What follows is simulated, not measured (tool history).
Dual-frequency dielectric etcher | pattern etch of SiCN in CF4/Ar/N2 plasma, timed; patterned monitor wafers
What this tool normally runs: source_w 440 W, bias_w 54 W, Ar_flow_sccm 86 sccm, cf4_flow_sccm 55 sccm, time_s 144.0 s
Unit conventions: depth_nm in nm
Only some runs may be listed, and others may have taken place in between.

| run | day | source_w | bias_w | Ar_flow_sccm | cf4_flow_sccm | time_s | read-back reference wafer on the same gauge, depth_nm | depth_nm |
|---|---|---|---|---|---|---|---|---|
| 1 | 0.000 | 440 | 54 | 86 | 55 | 144.0 | 112.7 | 105.3 |
| 2 | 1.000 | 440 | 54 | 86 | 55 | 144.0 | 112.6 | 104.5 |
|  | 2.108 | source power generator calibrated |
|  | 2.554 | upper electrode replaced |
| 3 | 2.575 | 440 | 54 | 86 | 55 | 144.0 | 112.6 | 104.9 |
|  | 4.888 | Ar flow controller replaced |
|  | 5.521 | CF4 flow controller replaced |
| 4 | 5.767 | 440 | 54 | 86 | 55 | 144.0 | 111.9 | 103.9 |
| 5 | 6.917 | 440 | 54 | 86 | 55 | 144.0 | 111.8 | 104.1 |
| 6 | 7.483 | 440 | 63 | 86 | 55 | 144.0 | 111.9 | 108.7 |
| 7 | 8.788 | 440 | 63 | 86 | 55 | 144.0 | 111.4 | 108.4 |
| 8 | 10.088 | 440 | 41 | 86 | 55 | 144.0 | 111.3 | 97.0 |
| 9 | 10.958 | 440 | 54 | 86 | 55 | 144.0 | 111.1 | 104.8 |
| 10 | 12.154 | 480 | 54 | 107 | 55 | 115.0 | 110.7 | 87.8 |
|  | 14.217 | gauge calibrated |
|  | 14.392 | wet clean of the chamber |
| 11 | 14.412 | 440 | 54 | 86 | 49 | 126.5 | 113.1 | 91.3 |
| 12 | 14.804 | 440 | 41 | 86 | 55 | 144.0 | 113.1 | 99.5 |
| 13 | 15.821 | 510 | 54 | 95 | 55 | 182.0 | 113.1 | 154.9 |
| 14 | 16.433 | 440 | 54 | 99 | 55 | 167.0 | 113.3 | 119.1 |
| 15 | 17.358 | 440 | 54 | 86 | 55 | 144.0 | 112.9 | 105.5 |
| 16 | 18.542 | 440 | 54 | 86 | 49 | 144.0 | 113.4 | 105.0 |
| 17 | 19.304 | 500 | 54 | 70 | 55 | 117.5 | 113.1 | 100.8 |
| 18 | 20.267 | 440 | 45 | 86 | 55 | 144.0 | 113.1 | 99.8 |
| 19 | 20.846 | 440 | 54 | 86 | 42 | 144.0 | 112.8 | 102.2 |
| 20 | 21.983 | 440 | 54 | 75 | 47 | 144.0 | 112.9 | 105.9 |
| 21 | 23.012 | 440 | 43 | 70 | 55 | 104.5 | 112.6 | 73.5 |
| 22 | 24.462 | 440 | 54 | 86 | 55 | 144.0 | 112.7 | 104.7 |

State the hidden condition of the tool at each of the runs:
etch rate over this chamber's usual, %: 0 across all the runs
source power that arrives over what is set, %: 0 across all the runs
bias power that arrives over what is set, %: 0 across all the runs
Ar flow that arrives over what is set, %: 0 across all the runs
CF4 flow that arrives over what is set, %: 0 across all the runs
H1: gauge reads high (%)
| run | H1 |
|---|---|
| 1 | -0.179 |
| 2 | -0.268 |
| 3 | -0.426 |
| 4 | -0.816 |
| 5 | -0.978 |
| 6 | -1.06 |
| 7 | -1.27 |
| 8 | -1.49 |
| 9 | -1.64 |
| 10 | -1.87 |
| 11 | 0.151 |
| 12 | 0.15 |
| 13 | 0.14 |
| 14 | 0.129 |
| 15 | 0.107 |
| 16 | 0.0673 |
| 17 | 0.0351 |
| 18 | -0.013 |
| 19 | -0.0459 |
| 20 | -0.119 |
| 21 | -0.196 |
| 22 | -0.32 |

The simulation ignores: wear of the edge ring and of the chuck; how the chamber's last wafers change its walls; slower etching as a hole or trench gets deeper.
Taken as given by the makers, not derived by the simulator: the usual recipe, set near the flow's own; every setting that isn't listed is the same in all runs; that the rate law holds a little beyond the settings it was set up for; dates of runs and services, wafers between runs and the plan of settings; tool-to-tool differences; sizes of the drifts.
